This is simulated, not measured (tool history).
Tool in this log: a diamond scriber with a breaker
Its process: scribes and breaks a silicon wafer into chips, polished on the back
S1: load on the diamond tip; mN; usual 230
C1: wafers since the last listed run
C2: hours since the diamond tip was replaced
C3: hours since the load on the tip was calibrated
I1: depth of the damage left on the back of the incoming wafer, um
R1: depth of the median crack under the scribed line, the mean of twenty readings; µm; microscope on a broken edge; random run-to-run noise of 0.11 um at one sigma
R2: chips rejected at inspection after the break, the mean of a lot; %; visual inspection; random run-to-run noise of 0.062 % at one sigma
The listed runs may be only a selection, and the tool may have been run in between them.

run,hour,S1,C1,C2,C3,I1,R1,R2
1,0,230,0,164.5,48.4,0.02,10.81,1.28
2,21.6,230,55,186.1,70,0.03,10.47,1.1
3,56.1,185,87,220.6,104.5,0.04,9.51,2.8
4,86.3,185,76,250.8,134.7,0.01,9.57,2.71
5,99.4,185,33,263.9,147.8,0.05,9.6,2.49
6,126.3,188,68,290.8,174.7,0.05,9.61,2.41
7,149.7,188,59,314.2,198.1,0.04,9.45,2.58
8,172.1,188,57,336.6,220.5,0.02,9.52,2.81
9,205.4,230,84,369.9,253.8,0.04,10.62,1.05
10,241.2,230,91,405.7,289.6,0.02,10.51,1.06
11,259,230,45,423.5,307.4,0.01,10.52,1.1
# hour 264.9: diamond tip replaced by a new one
12,277.6,261,42,12.7,326,0.03,11.02,1.64
13,311.1,261,85,46.2,359.5,0.01,11,1.43
14,336.6,261,64,71.7,385,0.05,10.94,1.4
15,369.5,230,83,104.6,417.9,0.05,10.36,1.2
16,388.3,230,47,123.4,436.7,0.05,10.37,1.3
17,404.8,207,42,139.9,453.2,0.02,9.93,2.18
18,424.4,230,49,159.5,472.8,0.01,10.04,1.39
19,443.7,275,49,178.8,492.1,0.04,11.19,1.43
20,464.2,230,52,199.3,512.6,0.02,10.16,1.27
21,497.2,230,84,232.3,545.6,0.01,10.05,1.36

The next listed run, before its measurement:
22,520.6,192,59,255.7,569,0.03,?,?

Run 22 came out at R1 9.15 µm, R2 4.01 %.
Had the tool carried no hidden state, the very same run would have given R1 9.68 µm, R2 2.16 %.
